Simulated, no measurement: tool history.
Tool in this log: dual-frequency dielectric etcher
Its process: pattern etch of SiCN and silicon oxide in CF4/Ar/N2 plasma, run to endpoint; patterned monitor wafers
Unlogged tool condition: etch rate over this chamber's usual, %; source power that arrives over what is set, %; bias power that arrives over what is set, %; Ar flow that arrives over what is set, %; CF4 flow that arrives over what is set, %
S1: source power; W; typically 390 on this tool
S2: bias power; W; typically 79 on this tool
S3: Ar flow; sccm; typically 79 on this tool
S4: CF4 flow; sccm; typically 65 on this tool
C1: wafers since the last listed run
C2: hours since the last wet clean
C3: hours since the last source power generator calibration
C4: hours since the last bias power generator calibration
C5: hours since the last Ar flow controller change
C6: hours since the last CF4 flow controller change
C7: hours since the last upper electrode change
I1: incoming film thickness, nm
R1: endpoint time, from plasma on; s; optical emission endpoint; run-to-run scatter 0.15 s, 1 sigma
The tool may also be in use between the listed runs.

run	hour	S1	S2	S3	S4	C1	C2	C3	C4	C5	C6	C7	I1	R1
1	0.0	390	79	79	65	0	284.2	2468.0	3706.6	4209.1	1695.1	4720.5	15.36	18.5
2	12.9	390	79	79	65	219	297.1	2480.9	3719.5	4222.0	1708.0	4733.4	15.40	18.5
3	30.9	390	79	79	65	305	315.1	2498.9	3737.5	4240.0	1726.0	4751.4	15.37	18.9
4	42.9	390	79	74	74	203	327.1	2510.9	3749.5	4252.0	1738.0	4763.4	15.37	18.1
5	60.3	390	79	74	74	295	344.5	2528.3	3766.9	4269.4	1755.4	4780.8	15.40	18.0
6	78.1	390	79	73	65	302	362.3	2546.1	3784.7	4287.2	1773.2	4798.6	15.47	18.4
# hour 104.3: wet clean of the chamber
7	104.8	390	79	73	65	45	0.5	2572.8	3811.4	4313.9	1799.9	4825.3	15.52	18.8
8	105.1	390	79	73	65	5	0.8	2573.1	3811.7	4314.2	1800.2	4825.6	15.42	18.3
9	111.8	390	79	79	65	113	7.5	2579.8	3818.4	4320.9	1806.9	4832.3	15.46	19.1
# hour 121.1: Ar flow controller replaced
# hour 125.2: bias power generator calibrated
10	127.1	390	79	79	65	90	22.8	2595.1	1.9	6.0	1822.2	4847.6	15.40	18.9
11	134.8	390	79	63	65	130	30.5	2602.8	9.6	13.7	1829.9	4855.3	15.60	18.2
# hour 140.2: source power generator calibrated
12	142.9	390	79	79	65	69	38.6	2.7	17.7	21.8	1838.0	4863.4	15.33	18.6
# hour 160.4: CF4 flow controller replaced
# hour 168.4: upper electrode replaced
13	168.9	390	88	79	65	204	64.6	28.7	43.7	47.8	8.5	0.5	15.35	18.0
14	169.2	390	79	79	65	5	64.9	29.0	44.0	48.1	8.8	0.8	15.33	18.8
15	172.3	390	79	79	65	52	68.0	32.1	47.1	51.2	11.9	3.9	15.38	18.5
16	180.8	390	79	98	65	144	76.5	40.6	55.6	59.7	20.4	12.4	15.46	19.6
17	187.8	470	84	89	65	118	83.5	47.6	62.6	66.7	27.4	19.4	15.33	15.1
18	202.3	470	61	74	52	246	98.0	62.1	77.1	81.2	41.9	33.9	15.24	17.1

What does the tool deliver on the next run?
19	216.6	390	98	88	59	242	112.3	76.4	91.4	95.5	56.2	48.2	15.43	?

Run 19 measured R1 18.1 s.
If the tool had no hidden condition, the same run with the same run-to-run variation would have returned R1 18.1 s.
